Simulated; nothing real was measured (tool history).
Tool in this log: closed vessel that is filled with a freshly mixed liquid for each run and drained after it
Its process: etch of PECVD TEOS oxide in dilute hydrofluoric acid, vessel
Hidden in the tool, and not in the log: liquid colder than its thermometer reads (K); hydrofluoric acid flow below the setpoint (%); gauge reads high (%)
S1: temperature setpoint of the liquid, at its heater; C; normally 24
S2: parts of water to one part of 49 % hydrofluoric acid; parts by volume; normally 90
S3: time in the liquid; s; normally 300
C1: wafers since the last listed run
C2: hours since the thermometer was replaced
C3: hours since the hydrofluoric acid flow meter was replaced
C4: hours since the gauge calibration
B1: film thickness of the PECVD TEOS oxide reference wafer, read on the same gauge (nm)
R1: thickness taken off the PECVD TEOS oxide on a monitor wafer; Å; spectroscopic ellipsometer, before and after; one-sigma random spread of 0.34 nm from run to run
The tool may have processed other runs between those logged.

| run | hour | S1 | S2 | S3 | C1 | C2 | C3 | C4 | B1 | R1 |
|---|---|---|---|---|---|---|---|---|---|---|
| 1 | 0.0 | 24 | 125 | 300 | 0 | 1861.1 | 1411.5 | 138.7 | 99.99 | 351.0 |
| 2 | 14.5 | 24 | 125 | 300 | 1714 | 1875.6 | 1426.0 | 153.2 | 99.98 | 351.2 |
| 3 | 40.7 | 24 | 90 | 300 | 3098 | 1901.8 | 1452.2 | 179.4 | 100.03 | 507.8 |
| 4 | 67.3 | 24 | 90 | 300 | 3146 | 1928.4 | 1478.8 | 206.0 | 99.99 | 509.1 |
|  | 141.9 | thermometer replaced |
| 5 | 171.5 | 24 | 90 | 300 | 12205 | 29.6 | 1583.0 | 310.2 | 99.97 | 550.0 |
| 6 | 199.5 | 24 | 90 | 300 | 3311 | 57.6 | 1611.0 | 338.2 | 100.02 | 547.9 |
| 7 | 234.8 | 24 | 90 | 200 | 4175 | 92.9 | 1646.3 | 373.5 | 100.00 | 368.6 |

Run 8 comes next. What will it give?
| 8 | 266.9 | 24 | 90 | 300 | 3796 | 125.0 | 1678.4 | 405.6 | ? | ? |

{"run 8": {"B1": 100.03, "R1": 553.1}}
Had the tool carried no hidden state, the very same run would have given R1 568.1 Å.
